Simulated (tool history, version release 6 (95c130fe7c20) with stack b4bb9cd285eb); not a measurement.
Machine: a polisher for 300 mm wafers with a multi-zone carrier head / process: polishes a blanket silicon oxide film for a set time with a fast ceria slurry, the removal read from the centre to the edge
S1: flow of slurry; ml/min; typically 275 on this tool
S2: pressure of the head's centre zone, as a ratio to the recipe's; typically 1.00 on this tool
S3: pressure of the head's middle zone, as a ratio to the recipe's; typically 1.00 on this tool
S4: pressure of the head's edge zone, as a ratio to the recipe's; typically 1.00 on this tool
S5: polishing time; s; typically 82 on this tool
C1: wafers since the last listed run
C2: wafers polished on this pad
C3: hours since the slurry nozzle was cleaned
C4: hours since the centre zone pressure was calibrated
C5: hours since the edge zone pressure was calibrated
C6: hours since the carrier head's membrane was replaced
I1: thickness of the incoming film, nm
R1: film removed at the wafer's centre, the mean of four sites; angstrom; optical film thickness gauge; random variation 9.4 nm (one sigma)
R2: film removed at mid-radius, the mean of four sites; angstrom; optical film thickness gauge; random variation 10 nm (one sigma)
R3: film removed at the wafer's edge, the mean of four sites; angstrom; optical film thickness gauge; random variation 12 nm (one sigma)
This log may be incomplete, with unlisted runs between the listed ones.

run 1 hour=0.0 | S1=275 S2=1.00 S3=1.00 S4=1.00 S5=82 | C1=0 C2=498 C3=508.9 C4=367.5 C5=306.1 C6=26.0 | I1=3602.1 | R1=8757 R2=8491 R3=8932
-- hour=205.1 slurry nozzle cleaned
run 2 hour=323.7 | S1=275 S2=1.00 S3=1.00 S4=1.00 S5=99 | C1=3266 C2=3764 C3=118.6 C4=691.2 C5=629.8 C6=349.7 | I1=3630.9 | R1=10697 R2=10279 R3=10945
run 3 hour=388.2 | S1=275 S2=1.00 S3=1.00 S4=1.00 S5=82 | C1=652 C2=4417 C3=183.1 C4=755.7 C5=694.3 C6=414.2 | I1=3574.1 | R1=8677 R2=8485 R3=8925
-- hour=403.1 centre zone pressure recalibrated
run 4 hour=434.2 | S1=365 S2=1.00 S3=1.11 S4=1.00 S5=82 | C1=445 C2=4862 C3=229.1 C4=31.1 C5=740.3 C6=460.2 | I1=3560.7 | R1=8913 R2=9471 R3=9063
run 5 hour=481.7 | S1=275 S2=1.00 S3=1.06 S4=0.93 S5=82 | C1=480 C2=5343 C3=276.6 C4=78.6 C5=787.8 C6=507.7 | I1=3629.8 | R1=8231 R2=8598 R3=8193
run 6 hour=580.3 | S1=345 S2=1.00 S3=1.03 S4=0.96 S5=57 | C1=997 C2=6341 C3=375.2 C4=177.2 C5=886.4 C6=606.3 | I1=3610.0 | R1=5898 R2=5765 R3=5777
run 7 hour=674.1 | S1=275 S2=1.00 S3=1.00 S4=1.00 S5=82 | C1=949 C2=7290 C3=469.0 C4=271.0 C5=980.2 C6=700.1 | I1=3656.3 | R1=7939 R2=7651 R3=8006
-- hour=708.8 worn pad replaced by a new one
-- hour=721.3 carrier head's membrane replaced by a new one
run 8 hour=736.2 | S1=275 S2=1.00 S3=0.91 S4=1.00 S5=71 | C1=537 C2=227 C3=531.1 C4=333.1 C5=1042.3 C6=14.9 | I1=3611.7 | R1=7375 R2=6756 R3=7508
-- hour=747.2 edge zone pressure recalibrated
run 9 hour=834.7 | S1=335 S2=1.00 S3=1.11 S4=1.10 S5=82 | C1=976 C2=1203 C3=629.6 C4=431.6 C5=87.5 C6=113.4 | I1=3598.5 | R1=8938 R2=9469 R3=9345
run 10 hour=918.5 | S1=275 S2=1.00 S3=1.00 S4=1.00 S5=82 | C1=848 C2=2052 C3=713.4 C4=515.4 C5=171.3 C6=197.2 | I1=3563.1 | R1=8507 R2=8247 R3=8663
-- hour=947.6 slurry nozzle cleaned
run 11 hour=999.5 | S1=275 S2=1.00 S3=0.89 S4=1.00 S5=67 | C1=809 C2=2861 C3=51.9 C4=596.4 C5=252.3 C6=278.2 | I1=3527.0 | R1=7331 R2=6389 R3=7285
-- hour=1033.3 centre zone pressure recalibrated
run 12 hour=1082.0 | S1=235 S2=1.00 S3=1.00 S4=1.00 S5=107 | C1=814 C2=3676 C3=134.4 C4=48.7 C5=334.8 C6=360.7 | I1=3577.6 | R1=11044 R2=10902 R3=11644
run 13 hour=1171.3 | S1=275 S2=1.00 S3=1.08 S4=1.00 S5=82 | C1=903 C2=4580 C3=223.7 C4=138.0 C5=424.1 C6=450.0 | I1=3604.5 | R1=8383 R2=8865 R3=8615
run 14 hour=1208.0 | S1=275 S2=0.92 S3=0.92 S4=1.03 S5=71 | C1=371 C2=4951 C3=260.4 C4=174.7 C5=460.8 C6=486.7 | I1=3630.8 | R1=6979 R2=6713 R3=7493
run 15 hour=1270.8 | S1=300 S2=1.10 S3=1.00 S4=0.96 S5=82 | C1=635 C2=5587 C3=323.2 C4=237.5 C5=523.6 C6=549.5 | I1=3597.4 | R1=8880 R2=8218 R3=8377
run 16 hour=1336.6 | S1=320 S2=1.00 S3=1.09 S4=0.96 S5=60 | C1=665 C2=6253 C3=389.0 C4=303.3 C5=589.4 C6=615.3 | I1=3605.3 | R1=6096 R2=6183 R3=6059
-- hour=1399.5 carrier head's membrane replaced by a new one
-- hour=1417.6 worn pad replaced by a new one
run 17 hour=1428.9 | S1=195 S2=1.00 S3=1.00 S4=0.94 S5=82 | C1=843 C2=114 C3=481.3 C4=395.6 C5=681.7 C6=29.4 | I1=3625.2 | R1=7849 R2=7707 R3=7928
run 18 hour=1485.4 | S1=225 S2=1.00 S3=1.04 S4=1.00 S5=82 | C1=571 C2=686 C3=537.8 C4=452.1 C5=738.2 C6=85.9 | I1=3523.0 | R1=8078 R2=8252 R3=8438
-- hour=1571.1 slurry nozzle cleaned
run 19 hour=1593.9 | S1=345 S2=1.00 S3=1.00 S4=0.96 S5=97 | C1=1088 C2=1774 C3=22.8 C4=560.6 C5=846.7 C6=194.4 | I1=3610.3 | R1=11144 R2=10849 R3=10830
run 20 hour=1649.2 | S1=275 S2=1.00 S3=1.00 S4=1.00 S5=82 | C1=559 C2=2334 C3=78.1 C4=615.9 C5=902.0 C6=249.7 | I1=3519.4 | R1=8966 R2=8841 R3=9134
-- hour=1652.6 centre zone pressure recalibrated
-- hour=1654.6 edge zone pressure recalibrated
run 21 hour=1726.9 | S1=275 S2=1.00 S3=1.00 S4=1.00 S5=82 | C1=746 C2=3080 C3=155.8 C4=74.3 C5=72.3 C6=327.4 | I1=3662.0 | R1=8786 R2=8713 R3=8737
run 22 hour=1791.3 | S1=275 S2=0.92 S3=1.00 S4=0.93 S5=60 | C1=651 C2=3732 C3=220.2 C4=138.7 C5=136.7 C6=391.8 | I1=3633.6 | R1=6106 R2=6188 R3=6071
run 23 hour=1854.3 | S1=340 S2=1.00 S3=1.00 S4=1.00 S5=82 | C1=637 C2=4369 C3=283.2 C4=201.7 C5=199.7 C6=454.8 | I1=3602.1 | R1=8752 R2=8596 R3=8645

Branching from run 23: 3 alternative next runs. What would each branch give?
run A hour=1854.8 | S1=275 S2=1.00 S3=1.00 S4=1.00 S5=82 | C1=5 C2=4374 C3=283.7 C4=202.2 C5=200.2 C6=455.3 | I1=3621.7 | R1=? R2=? R3=?
run B hour=1854.8 | S1=310 S2=1.07 S3=1.00 S4=1.00 S5=70 | C1=5 C2=4374 C3=283.7 C4=202.2 C5=200.2 C6=455.3 | I1=3621.7 | R1=? R2=? R3=?
run C hour=1854.8 | S1=275 S2=1.00 S3=1.06 S4=1.03 S5=92 | C1=5 C2=4374 C3=283.7 C4=202.2 C5=200.2 C6=455.3 | I1=3621.7 | R1=? R2=? R3=?

run=A R1=8567 R2=8425 R3=8657
run=B R1=7812 R2=7322 R3=7490
run=C R1=9615 R2=9931 R3=9827
The same runs, with their run-to-run variation unchanged, on a tool lacking any hidden condition would have given:
run=A R1=9432 R2=9230 R3=9382
run=B R1=8551 R2=7980 R3=8089
run=C R1=10587 R2=10880 R3=10651

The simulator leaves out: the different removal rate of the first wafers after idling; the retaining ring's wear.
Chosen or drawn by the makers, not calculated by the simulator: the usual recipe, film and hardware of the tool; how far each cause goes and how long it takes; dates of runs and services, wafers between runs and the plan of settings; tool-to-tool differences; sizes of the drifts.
